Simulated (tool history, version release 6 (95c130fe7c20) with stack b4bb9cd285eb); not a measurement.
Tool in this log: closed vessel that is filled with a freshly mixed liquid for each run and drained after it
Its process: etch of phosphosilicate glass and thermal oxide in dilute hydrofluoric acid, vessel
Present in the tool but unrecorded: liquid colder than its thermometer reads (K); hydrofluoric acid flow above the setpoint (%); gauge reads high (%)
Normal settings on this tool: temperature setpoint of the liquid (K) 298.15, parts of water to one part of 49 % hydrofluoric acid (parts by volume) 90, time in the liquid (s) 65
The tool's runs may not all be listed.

run   hour  temperature setpoint of the liquid (K)  parts of water to one part of 49 % hydrofluoric acid (parts by volume)  time in the liquid (s)  wafers since the last listed run  hours since the thermometer was replaced  hours since the hydrofluoric acid flow meter was replaced  hours since the gauge calibration  read-back film thickness of the phosphosilicate glass reference wafer, read on the same gauge (nm)  read-back film thickness of the thermal oxide reference wafer, read on the same gauge (nm)  thickness taken off the phosphosilicate glass on a monitor wafer (nm)  thickness taken off the thermal oxide on a monitor wafer (nm)
  1      0                                  298.15                                                                     115                      65                                 0                                    1754.5                                                     1149.7                                178                                                                                                 110                                                                                     140.032                                                                  32.89                                                          2.946
       8.5  -- hydrofluoric acid flow meter replaced
  2   10.7                                  298.15                                                                     115                      65                               897                                    1765.2                                                        2.2                              188.7                                                                                              109.98                                                                                     140.012                                                                  32.85                                                          2.974
  3   28.5                                  298.15                                                                      90                      65                              1646                                      1783                                                         20                              206.5                                                                                                 110                                                                                     140.045                                                                  43.15                                                          3.901
  4   46.4                                  298.15                                                                      90                      65                              1655                                    1800.9                                                       37.9                              224.4                                                                                              109.99                                                                                     139.979                                                                  43.65                                                            3.9
  5   57.8                                  298.15                                                                      90                      65                              1054                                    1812.3                                                       49.3                              235.8                                                                                              110.02                                                                                      140.01                                                                  43.59                                                          3.903
  6   74.9                                  298.15                                                                      90                      65                              1581                                    1829.4                                                       66.4                              252.9                                                                                              110.01                                                                                     140.022                                                                  43.62                                                          3.913
  7   81.8                                  298.15                                                                      90                      65                               638                                    1836.3                                                       73.3                              259.8                                                                                              109.99                                                                                     139.992                                                                  43.42                                                          3.901
  8   88.6                                  296.65                                                                      65                      40                               629                                    1843.1                                                       80.1                              266.6                                                                                              110.02                                                                                     140.012                                                                  35.96                                                          3.238
  9   98.1                                  298.15                                                                      90                      65                               878                                    1852.6                                                       89.6                              276.1                                                                                              109.99                                                                                     140.032                                                                  43.23                                                          3.954
 10  112.6                                  298.15                                                                      90                      65                              1341                                    1867.1                                                      104.1                              290.6                                                                                              109.98                                                                                     140.022                                                                  43.62                                                          3.915
 11  119.2                                  300.65                                                                      70                      85                               610                                    1873.7                                                      110.7                              297.2                                                                                              109.97                                                                                     140.016                                                                   82.3                                                          7.541
 12  125.5                                  295.15                                                                      65                      50                               582                                      1880                                                        117                              303.5                                                                                              109.98                                                                                     140.058                                                                  42.09                                                          3.808
 13  139.8                                  301.65                                                                      90                      85                              1322                                    1894.3                                                      131.3                              317.8                                                                                              109.99                                                                                     140.038                                                                  64.85                                                          5.821
     146.6  -- thermometer replaced
 14  155.3                                  295.15                                                                      70                      30                              1341                                       8.7                                                      146.8                              333.3                                                                                              109.99                                                                                     139.987                                                                  23.39                                                          2.114
 15    173                                  298.15                                                                      90                      65                              1637                                      26.4                                                      164.5                                351                                                                                              109.98                                                                                     139.989                                                                  43.35                                                          3.871
 16  181.5                                  298.15                                                                      65                      50                               786                                      34.9                                                        173                              359.5                                                                                                 110                                                                                     139.989                                                                  47.95                                                           4.34
     191.3  -- gauge calibrated
 17  192.7                                  298.15                                                                      90                      65                              1036                                      46.1                                                      184.2                                1.4                                                                                              110.02                                                                                     140.002                                                                   43.5                                                           3.88
 18  225.5                                  298.15                                                                      90                      65                              3034                                      78.9                                                        217                               34.2                                                                                                 110                                                                                     140.006                                                                  43.37                                                          3.877
 19  234.5                                  302.15                                                                      75                      65                               832                                      87.9                                                        226                               43.2                                                                                              110.01                                                                                     140.014                                                                  62.72                                                          5.638
 20  242.5                                  294.15                                                                      90                      30                               740                                      95.9                                                        234                               51.2                                                                                                 110                                                                                     139.979                                                                  17.03                                                          1.527
 21  258.4                                  299.65                                                                      90                      65                              1470                                     111.8                                                      249.9                               67.1                                                                                                 110                                                                                     140.022                                                                  46.36                                                          4.188
 22  267.7                                  300.65                                                                     125                      45                               860                                     121.1                                                      259.2                               76.4                                                                                              109.99                                                                                     139.964                                                                  23.01                                                          2.045
 23  276.3                                  298.15                                                                      90                      85                               795                                     129.7                                                      267.8                                 85                                                                                              110.01                                                                                     139.969                                                                  57.03                                                          5.052
 24  288.2                                  294.65                                                                     105                      50                              1100                                     141.6                                                      279.7                               96.9                                                                                              110.03                                                                                     139.976                                                                   24.2                                                          2.223
 25  297.5                                  298.15                                                                      90                      65                               860                                     150.9                                                        289                              106.2                                                                                              110.01                                                                                     139.974                                                                  43.44                                                          3.903

5 options for the next run, each taken on its own from the tool as it stands now. Forecast them:
  A  298.2                                  295.15                                                                      90                      65                                64                                     151.6                                                      289.7                              106.9                                                                                                   ?                                                                                           ?                                                                      ?                                                              ?
  B  298.2                                  296.65                                                                      90                      75                                64                                     151.6                                                      289.7                              106.9                                                                                                   ?                                                                                           ?                                                                      ?                                                              ?
  C  298.2                                  301.65                                                                      60                      65                                64                                     151.6                                                      289.7                              106.9                                                                                                   ?                                                                                           ?                                                                      ?                                                              ?
  D  298.2                                  298.15                                                                      70                      65                                64                                     151.6                                                      289.7                              106.9                                                                                                   ?                                                                                           ?                                                                      ?                                                              ?
  E  298.2                                  299.65                                                                      55                      30                                64                                     151.6                                                      289.7                              106.9                                                                                                   ?                                                                                           ?                                                                      ?                                                              ?

run  read-back film thickness of the phosphosilicate glass reference wafer, read on the same gauge (nm)  read-back film thickness of the thermal oxide reference wafer, read on the same gauge (nm)  thickness taken off the phosphosilicate glass on a monitor wafer (nm)  thickness taken off the thermal oxide on a monitor wafer (nm)
  A                                                                                              110.02                                                                                      140.03                                                                   38.9                                                          3.472
  B                                                                                              110.02                                                                                      140.03                                                                  47.69                                                          4.257
  C                                                                                              110.02                                                                                      140.03                                                                  78.71                                                          7.026
  D                                                                                              110.02                                                                                      140.03                                                                  57.89                                                          5.167
  E                                                                                              110.02                                                                                      140.03                                                                  36.86                                                           3.29
With the hidden condition removed and each run's random variation left untouched, the same runs would have given:
run  thickness taken off the phosphosilicate glass on a monitor wafer (nm)  thickness taken off the thermal oxide on a monitor wafer (nm)
  A                                                                   38.9                                                          3.472
  B                                                                  47.69                                                          4.257
  C                                                                  78.71                                                          7.026
  D                                                                  57.89                                                          5.167
  E                                                                  36.86                                                           3.29

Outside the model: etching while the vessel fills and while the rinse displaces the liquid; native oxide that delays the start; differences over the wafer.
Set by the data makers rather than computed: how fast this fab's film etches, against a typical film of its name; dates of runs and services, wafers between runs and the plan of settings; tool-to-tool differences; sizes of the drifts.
